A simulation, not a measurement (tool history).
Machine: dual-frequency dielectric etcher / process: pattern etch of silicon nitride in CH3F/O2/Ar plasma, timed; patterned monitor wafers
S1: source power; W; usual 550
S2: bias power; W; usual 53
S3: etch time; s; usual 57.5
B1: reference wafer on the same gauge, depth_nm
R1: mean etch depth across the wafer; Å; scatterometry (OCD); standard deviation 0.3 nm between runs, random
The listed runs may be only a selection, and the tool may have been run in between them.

{"run": 1, "day": 0.0, "S1": 550, "S2": 53, "S3": 57.5, "B1": 36.88, "R1": 463.3}
{"run": 2, "day": 1.029, "S1": 550, "S2": 60, "S3": 57.5, "B1": 36.91, "R1": 474.7}
{"run": 3, "day": 2.508, "S1": 550, "S2": 53, "S3": 44.5, "B1": 36.95, "R1": 364.7}
{"day": 3.404, "done": "source power generator calibrated"}
{"day": 3.579, "done": "bias power generator calibrated"}
{"run": 4, "day": 3.6, "S1": 550, "S2": 53, "S3": 44.5, "B1": 36.9, "R1": 360.0}
{"run": 5, "day": 4.283, "S1": 600, "S2": 60, "S3": 57.5, "B1": 36.9, "R1": 496.5}
{"run": 6, "day": 4.8, "S1": 600, "S2": 60, "S3": 57.5, "B1": 36.91, "R1": 494.5}
{"run": 7, "day": 5.358, "S1": 600, "S2": 60, "S3": 57.5, "B1": 36.86, "R1": 491.5}
{"run": 8, "day": 6.246, "S1": 550, "S2": 53, "S3": 68.5, "B1": 36.95, "R1": 557.2}
{"run": 9, "day": 7.325, "S1": 550, "S2": 53, "S3": 57.5, "B1": 36.87, "R1": 475.1}
{"day": 7.817, "done": "gauge calibrated"}
{"run": 10, "day": 8.238, "S1": 550, "S2": 53, "S3": 57.5, "B1": 36.87, "R1": 469.2}
{"run": 11, "day": 8.992, "S1": 550, "S2": 53, "S3": 57.5, "B1": 36.85, "R1": 474.2}
{"run": 12, "day": 9.588, "S1": 670, "S2": 47, "S3": 43.0, "B1": 36.9, "R1": 376.2}
{"run": 13, "day": 11.033, "S1": 550, "S2": 44, "S3": 43.5, "B1": 36.89, "R1": 349.0}
{"run": 14, "day": 11.562, "S1": 600, "S2": 60, "S3": 57.5, "B1": 36.87, "R1": 505.0}
{"run": 15, "day": 12.204, "S1": 550, "S2": 53, "S3": 48.5, "B1": 36.87, "R1": 404.5}
{"run": 16, "day": 12.888, "S1": 450, "S2": 53, "S3": 69.0, "B1": 36.84, "R1": 530.7}
{"run": 17, "day": 14.062, "S1": 550, "S2": 64, "S3": 57.5, "B1": 36.88, "R1": 497.8}
{"run": 18, "day": 14.842, "S1": 550, "S2": 53, "S3": 41.0, "B1": 36.94, "R1": 342.9}
{"run": 19, "day": 15.762, "S1": 430, "S2": 63, "S3": 41.5, "B1": 36.9, "R1": 319.2}
{"day": 16.9, "done": "wet clean of the chamber"}
{"run": 20, "day": 16.921, "S1": 550, "S2": 53, "S3": 57.5, "B1": 36.91, "R1": 449.8}
{"run": 21, "day": 17.85, "S1": 450, "S2": 64, "S3": 74.0, "B1": 36.91, "R1": 556.6}
{"run": 22, "day": 18.779, "S1": 500, "S2": 53, "S3": 40.5, "B1": 36.84, "R1": 303.7}
{"run": 23, "day": 19.671, "S1": 550, "S2": 53, "S3": 69.5, "B1": 36.88, "R1": 543.6}
{"run": 24, "day": 20.825, "S1": 460, "S2": 64, "S3": 57.5, "B1": 36.93, "R1": 442.7}
{"run": 25, "day": 21.325, "S1": 640, "S2": 53, "S3": 57.5, "B1": 36.91, "R1": 484.9}
{"run": 26, "day": 22.475, "S1": 550, "S2": 53, "S3": 45.5, "B1": 36.93, "R1": 363.4}
{"run": 27, "day": 23.546, "S1": 550, "S2": 53, "S3": 57.5, "B1": 36.92, "R1": 456.8}
{"run": 28, "day": 24.879, "S1": 640, "S2": 58, "S3": 69.5, "B1": 36.92, "R1": 601.6}
{"run": 29, "day": 26.35, "S1": 550, "S2": 59, "S3": 70.0, "B1": 36.91, "R1": 569.6}

Here are 5 independent what-if runs from the current tool condition. What would each one return?
{"run": "A", "day": 26.367, "S1": 550, "S2": 53, "S3": 48.0, "B1": "?", "R1": "?"}
{"run": "B", "day": 26.367, "S1": 600, "S2": 57, "S3": 51.0, "B1": "?", "R1": "?"}
{"run": "C", "day": 26.367, "S1": 690, "S2": 53, "S3": 57.5, "B1": "?", "R1": "?"}
{"run": "D", "day": 26.367, "S1": 440, "S2": 64, "S3": 52.0, "B1": "?", "R1": "?"}
{"run": "E", "day": 26.367, "S1": 550, "S2": 47, "S3": 72.5, "B1": "?", "R1": "?"}

run=A B1=36.88 R1=383.4
run=B B1=36.88 R1=426.3
run=C B1=36.88 R1=501.5
run=D B1=36.88 R1=393.8
run=E B1=36.88 R1=568.6
Stripped of hidden state, with their random variation kept, the same runs would have yielded:
run=A R1=375.8
run=B R1=417.8
run=C R1=491.5
run=D R1=386.0
run=E R1=557.2
